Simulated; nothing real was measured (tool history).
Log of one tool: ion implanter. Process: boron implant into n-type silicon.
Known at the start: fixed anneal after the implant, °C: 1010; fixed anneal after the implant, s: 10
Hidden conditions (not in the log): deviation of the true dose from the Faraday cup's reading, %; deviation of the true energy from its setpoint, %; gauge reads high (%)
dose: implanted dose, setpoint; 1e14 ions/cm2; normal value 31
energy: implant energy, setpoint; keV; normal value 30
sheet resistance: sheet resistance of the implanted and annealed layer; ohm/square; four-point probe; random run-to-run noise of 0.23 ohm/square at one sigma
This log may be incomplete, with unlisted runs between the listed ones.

run   hour   dose  energy  wafers since the last listed run  hours since the last dose calibration  hours since the extraction supply was calibrated  hours since the gauge calibration  read-back reference wafer on the same gauge, sheet resistance  sheet resistance
  1      0  27.91      30                                 0                                 2193.1                                            4041.6                              267.5                                                          43.11             53.57
  2   58.9  27.91      30                               853                                   2252                                            4100.5                              326.4                                                          43.08             53.09
  3   94.6  27.91      30                               517                                 2287.7                                            4136.2                              362.1                                                          43.06             53.24
     118.8  -- gauge calibrated
  4  124.5     31    32.5                               433                                 2317.6                                            4166.1                                5.7                                                          43.08             49.47
  5  159.2     31    32.5                               502                                 2352.3                                            4200.8                               40.4                                                          43.12             49.77
  6  172.8     31    32.5                               197                                 2365.9                                            4214.4                                 54                                                          43.02             49.52
  7  201.6  26.78      30                               417                                 2394.7                                            4243.2                               82.8                                                          43.09             54.49
  8  224.4  39.32      34                               330                                 2417.5                                              4266                              105.6                                                          43.11             44.49
  9  255.3     31      30                               447                                 2448.4                                            4296.9                              136.5                                                          43.17             50.85
     271.7  -- extraction supply calibrated
 10  272.2  22.87      21                               128                                 2465.3                                               0.5                              153.4                                                          43.05             65.15
     289.5  -- Faraday cup replaced and dose calibrated
 11    321     31      24                               591                                   31.5                                              49.3                              202.2                                                          43.11             54.85
 12  340.1  26.29      38                               276                                   50.6                                              68.4                              221.3                                                          43.11             52.03
 13  370.3     31    32.5                               437                                   80.8                                              98.6                              251.5                                                          43.16             49.66
 14    388  24.23    23.5                               256                                   98.5                                             116.3                              269.2                                                          43.12             61.35

What the log doesn't show, run by run:
deviation of the true dose from the Faraday cup's reading, %: 0 on each run
deviation of the true energy from its setpoint, %: 0 on each run
gauge reads high (%): 0 on each run

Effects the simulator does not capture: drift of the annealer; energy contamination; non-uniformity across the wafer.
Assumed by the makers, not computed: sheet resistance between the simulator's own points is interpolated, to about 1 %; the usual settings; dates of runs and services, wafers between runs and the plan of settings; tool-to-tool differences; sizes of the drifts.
